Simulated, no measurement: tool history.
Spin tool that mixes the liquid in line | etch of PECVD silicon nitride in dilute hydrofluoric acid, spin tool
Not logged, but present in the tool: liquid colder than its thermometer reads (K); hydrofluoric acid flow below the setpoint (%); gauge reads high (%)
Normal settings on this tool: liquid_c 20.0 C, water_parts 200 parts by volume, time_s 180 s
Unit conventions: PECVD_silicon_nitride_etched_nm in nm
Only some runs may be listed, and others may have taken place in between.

| run | day | liquid_c | water_parts | time_s | wafers since the last listed run | hours since the thermometer was replaced | hours since the hydrofluoric acid flow meter was replaced | hours since the gauge calibration | read-back film thickness of the PECVD silicon nitride reference wafer, read on the same gauge (nm) | PECVD_silicon_nitride_etched_nm |
|---|---|---|---|---|---|---|---|---|---|---|
| 1 | 0.000 | 20.0 | 200 | 225 | 0 | 865.2 | 956.3 | 362.6 | 49.966 | 3.541 |
| 2 | 3.142 | 20.0 | 200 | 225 | 381 | 940.6 | 1031.7 | 438.0 | 49.993 | 3.519 |
| 3 | 8.162 | 20.0 | 200 | 225 | 609 | 1061.1 | 1152.2 | 558.5 | 50.010 | 3.483 |
|  | 10.167 | gauge calibrated |
| 4 | 10.408 | 20.0 | 200 | 95 | 272 | 1115.0 | 1206.1 | 5.8 | 50.040 | 1.469 |
| 5 | 14.671 | 20.0 | 200 | 95 | 517 | 1217.3 | 1308.4 | 108.1 | 49.943 | 1.437 |
| 6 | 16.904 | 20.0 | 200 | 180 | 271 | 1270.9 | 1362.0 | 161.7 | 50.012 | 2.686 |
| 7 | 20.292 | 20.0 | 200 | 180 | 411 | 1352.2 | 1443.3 | 243.0 | 50.028 | 2.701 |
| 8 | 22.696 | 20.0 | 200 | 235 | 291 | 1409.9 | 1501.0 | 300.7 | 49.954 | 3.553 |
|  | 25.075 | hydrofluoric acid flow meter replaced |
| 9 | 25.517 | 20.0 | 200 | 180 | 337 | 1477.6 | 10.6 | 368.4 | 50.041 | 3.089 |
| 10 | 28.650 | 20.0 | 200 | 90 | 380 | 1552.8 | 85.8 | 443.6 | 50.029 | 1.527 |
| 11 | 31.071 | 23.5 | 145 | 180 | 294 | 1610.9 | 143.9 | 501.7 | 50.021 | 5.069 |
| 12 | 33.817 | 20.0 | 200 | 180 | 333 | 1676.8 | 209.8 | 567.6 | 50.005 | 2.993 |
|  | 36.375 | gauge calibrated |
| 13 | 37.329 | 17.0 | 120 | 115 | 426 | 1761.1 | 294.1 | 22.9 | 50.003 | 2.563 |
|  | 40.083 | thermometer replaced |
| 14 | 40.933 | 20.0 | 200 | 180 | 432 | 20.4 | 380.6 | 109.4 | 50.003 | 3.012 |
| 15 | 43.742 | 18.5 | 225 | 180 | 341 | 87.8 | 448.0 | 176.8 | 49.987 | 2.387 |
| 16 | 47.975 | 20.0 | 280 | 180 | 514 | 189.4 | 549.6 | 278.4 | 50.030 | 2.129 |
| 17 | 50.688 | 23.5 | 265 | 240 | 329 | 254.5 | 614.7 | 343.5 | 50.030 | 3.664 |

Below, each run's measurement less what the same run would have read without the hidden state. Both values contain the same run-to-run variation, but the gauge's scatter may not be the same in both:
| run | PECVD_silicon_nitride_etched_nm |
|---|---|
| 1 | -0.272 |
| 2 | -0.291 |
| 3 | -0.322 |
| 4 | -0.142 |
| 5 | -0.152 |
| 6 | -0.295 |
| 7 | -0.314 |
| 8 | -0.432 |
| 9 | -0.017 |
| 10 | -0.017 |
| 11 | -0.076 |
| 12 | -0.059 |
| 13 | -0.065 |
| 14 | -0.096 |
| 15 | -0.087 |
| 16 | -0.094 |
| 17 | -0.182 |

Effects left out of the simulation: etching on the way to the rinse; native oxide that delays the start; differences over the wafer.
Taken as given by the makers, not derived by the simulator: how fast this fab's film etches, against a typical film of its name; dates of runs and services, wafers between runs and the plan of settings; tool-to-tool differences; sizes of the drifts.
